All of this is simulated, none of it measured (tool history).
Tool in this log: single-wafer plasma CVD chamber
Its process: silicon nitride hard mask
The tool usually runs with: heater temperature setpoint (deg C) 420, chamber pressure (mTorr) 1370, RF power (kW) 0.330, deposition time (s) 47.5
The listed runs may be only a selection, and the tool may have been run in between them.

run     day  heater temperature setpoint (deg C)  chamber pressure (mTorr)  RF power (kW)  deposition time (s)  wafers since the last listed run  hours since the last thermocouple change  hours since the last RF generator calibration  hours since the last manometer calibration  hours since the showerhead was replaced  hours since the gauge calibration  read-back reference wafer on the same gauge, thickness_nm  mean film thickness on the monitor wafer (Å)
  1   0.000                                  420                      1370          0.330                 47.5                                 0                                    1103.4                                         2061.9                                      2575.0                                   8535.5                             2206.2                                                     54.598                                        586.59
  2   1.138                                  420                      1370          0.330                 47.5                               696                                    1130.7                                         2089.2                                      2602.3                                   8562.8                             2233.5                                                     54.680                                        584.21
      2.833  -- capacitance manometer re-zeroed and calibrated
  3   3.775                                  420                      1370          0.330                 47.5                              1410                                    1194.0                                         2152.5                                        22.6                                   8626.1                             2296.8                                                     54.714                                        590.74
      6.142  -- gauge calibrated
  4   6.329                                  420                      1370          0.330                 47.5                              1563                                    1255.3                                         2213.8                                        83.9                                   8687.4                                4.5                                                     54.667                                        589.61
      7.225  -- showerhead replaced
  5   9.067                                  420                      1370          0.330                 47.5                              1471                                    1321.0                                         2279.5                                       149.6                                     44.2                               70.2                                                     54.698                                        578.97
     10.667  -- RF generator calibrated
  6  11.542                                  420                      1600          0.330                 47.5                              1311                                    1380.4                                           21.0                                       209.0                                    103.6                              129.6                                                     54.711                                        585.31
  7  14.508                                  420                      1600          0.330                 47.5                              1816                                    1451.6                                           92.2                                       280.2                                    174.8                              200.8                                                     54.595                                        588.38
  8  15.875                                  420                      1600          0.330                 47.5                               836                                    1484.4                                          125.0                                       313.0                                    207.6                              233.6                                                     54.711                                        585.80
  9  17.458                                  420                      1370          0.330                 47.5                               969                                    1522.4                                          163.0                                       351.0                                    245.6                              271.6                                                     54.715                                        568.45
 10  19.738                                  420                      1370          0.330                 47.5                              1395                                    1577.1                                          217.7                                       405.7                                    300.3                              326.3                                                     54.697                                        566.72
 11  21.792                                  420                      1370          0.330                 47.5                              1257                                    1626.4                                          267.0                                       455.0                                    349.6                              375.6                                                     54.748                                        569.46
     22.529  -- RF generator calibrated, repeated, since the last time left the tool worse
 12  24.083                                  434                      1110          0.330                 47.5                              1198                                    1681.4                                           37.3                                       510.0                                    404.6                              430.6                                                     54.771                                        565.06
 13  26.838                                  420                      1130          0.365                 47.5                              1686                                    1747.5                                          103.4                                       576.1                                    470.7                              496.7                                                     54.650                                        606.21
 14  29.512                                  427                      1630          0.330                 47.5                              1637                                    1811.7                                          167.6                                       640.3                                    534.9                              560.9                                                     54.682                                        621.56
 15  31.767                                  420                      1650          0.380                 47.5                              1379                                    1865.8                                          221.7                                       694.4                                    589.0                              615.0                                                     54.747                                        664.78
 16  32.829                                  420                      1370          0.330                 47.5                               650                                    1891.3                                          247.2                                       719.9                                    614.5                              640.5                                                     54.718                                        600.29
 17  34.008                                  420                      1370          0.330                 47.5                               721                                    1919.6                                          275.5                                       748.2                                    642.8                              668.8                                                     54.795                                        601.30
 18  36.583                                  420                      1370          0.330                 47.5                              1576                                    1981.4                                          337.3                                       810.0                                    704.6                              730.6                                                     54.792                                        600.40
 19  37.862                                  420                      1370          0.265                 38.8                               783                                    2012.1                                          368.0                                       840.7                                    735.3                              761.3                                                     54.766                                        434.49
     39.329  -- thermocouple changed; heater temperature recalibrated
 20  40.212                                  420                      1370          0.330                 47.5                              1234                                      21.2                                          424.4                                       897.1                                    791.7                              817.7                                                     54.647                                        595.26
 21  41.862                                  430                      1370          0.330                 52.7                              1010                                      60.8                                          464.0                                       936.7                                    831.3                              857.3                                                     54.649                                        661.47
 22  44.338                                  426                      1600          0.350                 47.5                              1515                                     120.2                                          523.4                                       996.1                                    890.7                              916.7                                                     54.730                                        629.77
 23  47.096                                  429                      1370          0.330                 41.1                              1688                                     186.4                                          589.6                                      1062.3                                    956.9                              982.9                                                     54.645                                        514.16
 24  49.038                                  420                      1370          0.330                 47.5                              1188                                     233.0                                          636.2                                      1108.9                                   1003.5                             1029.5                                                     54.620                                        595.71
 25  50.138                                  434                      1620          0.275                 44.0                               673                                     259.4                                          662.6                                      1135.3                                   1029.9                             1055.9                                                     54.652                                        517.18
 26  52.688                                  405                      1710          0.310                 51.7                              1561                                     320.6                                          723.8                                      1196.5                                   1091.1                             1117.1                                                     54.643                                        659.48
 27  54.675                                  420                      1100          0.330                 47.5                              1216                                     368.3                                          771.5                                      1244.2                                   1138.8                             1164.8                                                     54.648                                        570.23
 28  56.179                                  431                      1470          0.355                 53.6                               920                                     404.4                                          807.6                                      1280.3                                   1174.9                             1200.9                                                     54.746                                        704.66

4 options for the next run, each taken on its own from the tool as it stands now. Forecast them:
  A  56.196                                  420                      1370          0.390                 47.5                                10                                     404.8                                          808.0                                      1280.7                                   1175.3                             1201.3                                                          ?                                             ?
  B  56.196                                  424                      1370          0.330                 38.1                                10                                     404.8                                          808.0                                      1280.7                                   1175.3                             1201.3                                                          ?                                             ?
  C  56.196                                  420                      1180          0.370                 39.2                                10                                     404.8                                          808.0                                      1280.7                                   1175.3                             1201.3                                                          ?                                             ?
  D  56.196                                  412                      1370          0.330                 47.5                                10                                     404.8                                          808.0                                      1280.7                                   1175.3                             1201.3                                                          ?                                             ?

run  read-back reference wafer on the same gauge, thickness_nm  mean film thickness on the monitor wafer (Å)
  A                                                     54.730                                        647.34
  B                                                     54.730                                        476.65
  C                                                     54.730                                        503.92
  D                                                     54.730                                        596.77
What these runs would have given with no unlogged condition in the tool:
run  mean film thickness on the monitor wafer (Å)
  A                                        652.60
  B                                        480.70
  C                                        508.01
  D                                        601.84
